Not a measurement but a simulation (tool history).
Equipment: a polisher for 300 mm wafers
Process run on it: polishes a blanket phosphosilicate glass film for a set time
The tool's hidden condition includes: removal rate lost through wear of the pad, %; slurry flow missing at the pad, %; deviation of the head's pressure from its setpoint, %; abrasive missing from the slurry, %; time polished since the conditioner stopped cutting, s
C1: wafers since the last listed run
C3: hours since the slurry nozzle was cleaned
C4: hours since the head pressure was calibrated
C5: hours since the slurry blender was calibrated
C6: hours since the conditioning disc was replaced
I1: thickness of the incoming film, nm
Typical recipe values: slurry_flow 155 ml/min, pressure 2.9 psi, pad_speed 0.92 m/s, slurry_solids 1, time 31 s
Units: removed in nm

Run 1, hour 0: usual settings; C1 0; wafers polished on this pad 1758; C3 576.6; C4 601.2; C5 171.6; C6 72.8; I1 3497.7. Result: removed 271.3 nm.
At hour 11.7: slurry nozzle cleaned.
Run 2, hour 55.7: usual settings; C1 643; wafers polished on this pad 2402; C3 44; C4 656.9; C5 227.3; C6 128.5; I1 3487.9. Result: removed 272.2 nm.
At hour 107.9: slurry blender recalibrated.
Run 3, hour 117.9: usual settings; C1 708; wafers polished on this pad 3111; C3 106.2; C4 719.1; C5 10; C6 190.7; I1 3542. Result: removed 271.9 nm.
Run 4, hour 166.3: usual settings but pad_speed 0.76 m/s; C1 569; wafers polished on this pad 3680; C3 154.6; C4 767.5; C5 58.4; C6 239.1; I1 3528.9. Result: removed 235 nm.
At hour 207.8: conditioning disc replaced and pad reconditioned.
At hour 209.1: worn pad replaced by a new one.
Run 5, hour 239.5: usual settings but pad_speed 0.76 m/s; C1 822; wafers polished on this pad 358; C3 227.8; C4 840.7; C5 131.6; C6 31.7; I1 3428.4. Result: removed 228.4 nm.
Run 6, hour 320.8: usual settings but slurry_flow 120 ml/min; C1 956; wafers polished on this pad 1315; C3 309.1; C4 922; C5 212.9; C6 113; I1 3427.5. Result: removed 261.4 nm.
Run 7, hour 367.5: usual settings but slurry_flow 120 ml/min; C1 549; wafers polished on this pad 1864; C3 355.8; C4 968.7; C5 259.6; C6 159.7; I1 3562.1. Result: removed 263.7 nm.
At hour 465.9: slurry blender recalibrated.
At hour 493.2: conditioning disc replaced and pad reconditioned.
At hour 532.9: worn pad replaced by a new one.
At hour 536.1: slurry nozzle cleaned.
Run 8, hour 547.3: usual settings but slurry_flow 120 ml/min; C1 2010; wafers polished on this pad 157; C3 11.2; C4 1148.5; C5 81.4; C6 54.1; I1 3483.6. Result: removed 258.7 nm.
At hour 606.9: head pressure recalibrated.
Run 9, hour 616.2: usual settings; C1 787; wafers polished on this pad 944; C3 80.1; C4 9.3; C5 150.3; C6 123; I1 3510.1. Result: removed 273.5 nm.
Run 10, hour 660.2: usual settings; C1 517; wafers polished on this pad 1462; C3 124.1; C4 53.3; C5 194.3; C6 167; I1 3548.4. Result: removed 267.6 nm.
Run 11, hour 755.7: usual settings; C1 1123; wafers polished on this pad 2586; C3 219.6; C4 148.8; C5 289.8; C6 262.5; I1 3467.6. Result: removed 267.5 nm.
At hour 767.9: conditioning disc replaced and pad reconditioned.
At hour 786.1: slurry blender recalibrated.
At hour 842.6: worn pad replaced by a new one.
Run 12, hour 851.2: usual settings but pressure 3.2 psi; C1 1029; wafers polished on this pad 100; C3 315.1; C4 244.3; C5 65.1; C6 83.3; I1 3567.1. Result: removed 288.6 nm.
Run 13, hour 895.8: usual settings but slurry_solids 0.85; C1 524; wafers polished on this pad 625; C3 359.7; C4 288.9; C5 109.7; C6 127.9; I1 3477.9. Result: removed 251 nm.
Run 14, hour 974.1: usual settings but pressure 2 psi, pad_speed 1.1 m/s, slurry_solids 0.9, time 37 s; C1 921; wafers polished on this pad 1547; C3 438; C4 367.2; C5 188; C6 206.2; I1 3519.7. Result: removed 284.8 nm.
Run 15, hour 1023.1: usual settings; C1 576; wafers polished on this pad 2124; C3 487; C4 416.2; C5 237; C6 255.2; I1 3493.7. Result: removed 269.5 nm.
At hour 1040.5: conditioning disc replaced and pad reconditioned.
At hour 1083: slurry nozzle cleaned.
At hour 1092.4: slurry blender recalibrated.
At hour 1123.5: worn pad replaced by a new one.
Run 16, hour 1124: usual settings but slurry_flow 180 ml/min, time 25 s; C1 1081; wafers polished on this pad 6; C3 41; C4 517.1; C5 31.6; C6 83.5; I1 3497.2. Result: removed 224.1 nm.
Run 17, hour 1175: usual settings; C1 600; wafers polished on this pad 606; C3 92; C4 568.1; C5 82.6; C6 134.5; I1 3467.7. Result: removed 273 nm.
Run 18, hour 1280: usual settings but pad_speed 1.02 m/s, slurry_solids 1.15; C1 1235; wafers polished on this pad 1842; C3 197; C4 673.1; C5 187.6; C6 239.5; I1 3520.4. Result: removed 321.6 nm.
At hour 1324.4: conditioning disc replaced and pad reconditioned.
Run 19, hour 1324.9: usual settings but pressure 2 psi, pad_speed 1.1 m/s, slurry_solids 0.9, time 37 s; C1 504; wafers polished on this pad 2347; C3 241.9; C4 718; C5 232.5; C6 0.5; I1 3431.9. Result: removed 291.3 nm.
Run 20, hour 1377.2: usual settings; C1 615; wafers polished on this pad 2962; C3 294.2; C4 770.3; C5 284.8; C6 52.8; I1 3512.9. Result: removed 270.7 nm.
At hour 1383: slurry blender recalibrated.
At hour 1408.9: worn pad replaced by a new one.
Run 21, hour 1438.4: usual settings but pad_speed 1.1 m/s; C1 649; wafers polished on this pad 347; C3 355.4; C4 831.5; C5 55.4; C6 114; I1 3439. Result: removed 317 nm.
Run 22, hour 1517.6: usual settings but pad_speed 0.66 m/s; C1 932; wafers polished on this pad 1279; C3 434.6; C4 910.7; C5 134.6; C6 193.2; I1 3515.1. Result: removed 209.4 nm.
Run 23, hour 1587.4: usual settings but slurry_flow 100 ml/min, pad_speed 0.68 m/s; C1 821; wafers polished on this pad 2101; C3 504.4; C4 980.5; C5 204.4; C6 263; I1 3505.9. Result: removed 201.9 nm.

5 ways to go on from here, each from the tool as it stands after run 23. What would each give?
Run A, hour 1587.8: usual settings but slurry_flow 135 ml/min; C1 4; wafers polished on this pad 2105; C3 504.8; C4 980.9; C5 204.8; C6 263.4; I1 3497.1. Result: removed ?.
Run B, hour 1587.8: usual settings but slurry_flow 205 ml/min, pressure 3.4 psi, pad_speed 0.82 m/s, slurry_solids 1.3; C1 4; wafers polished on this pad 2105; C3 504.8; C4 980.9; C5 204.8; C6 263.4; I1 3497.1. Result: removed ?.
Run C, hour 1587.8: usual settings but slurry_flow 190 ml/min, slurry_solids 1.2; C1 4; wafers polished on this pad 2105; C3 504.8; C4 980.9; C5 204.8; C6 263.4; I1 3497.1. Result: removed ?.
Run D, hour 1587.8: usual settings but pad_speed 1.04 m/s; C1 4; wafers polished on this pad 2105; C3 504.8; C4 980.9; C5 204.8; C6 263.4; I1 3497.1. Result: removed ?.
Run E, hour 1587.8: usual settings but time 41 s; C1 4; wafers polished on this pad 2105; C3 504.8; C4 980.9; C5 204.8; C6 263.4; I1 3497.1. Result: removed ?.

run  removed
  A    270.1
  B    322.3
  C    306.8
  D      303
  E    363.3
What these runs would have given with no unlogged condition in the tool:
run  removed
  A    270.1
  B    322.3
  C    306.8
  D      303
  E    363.3

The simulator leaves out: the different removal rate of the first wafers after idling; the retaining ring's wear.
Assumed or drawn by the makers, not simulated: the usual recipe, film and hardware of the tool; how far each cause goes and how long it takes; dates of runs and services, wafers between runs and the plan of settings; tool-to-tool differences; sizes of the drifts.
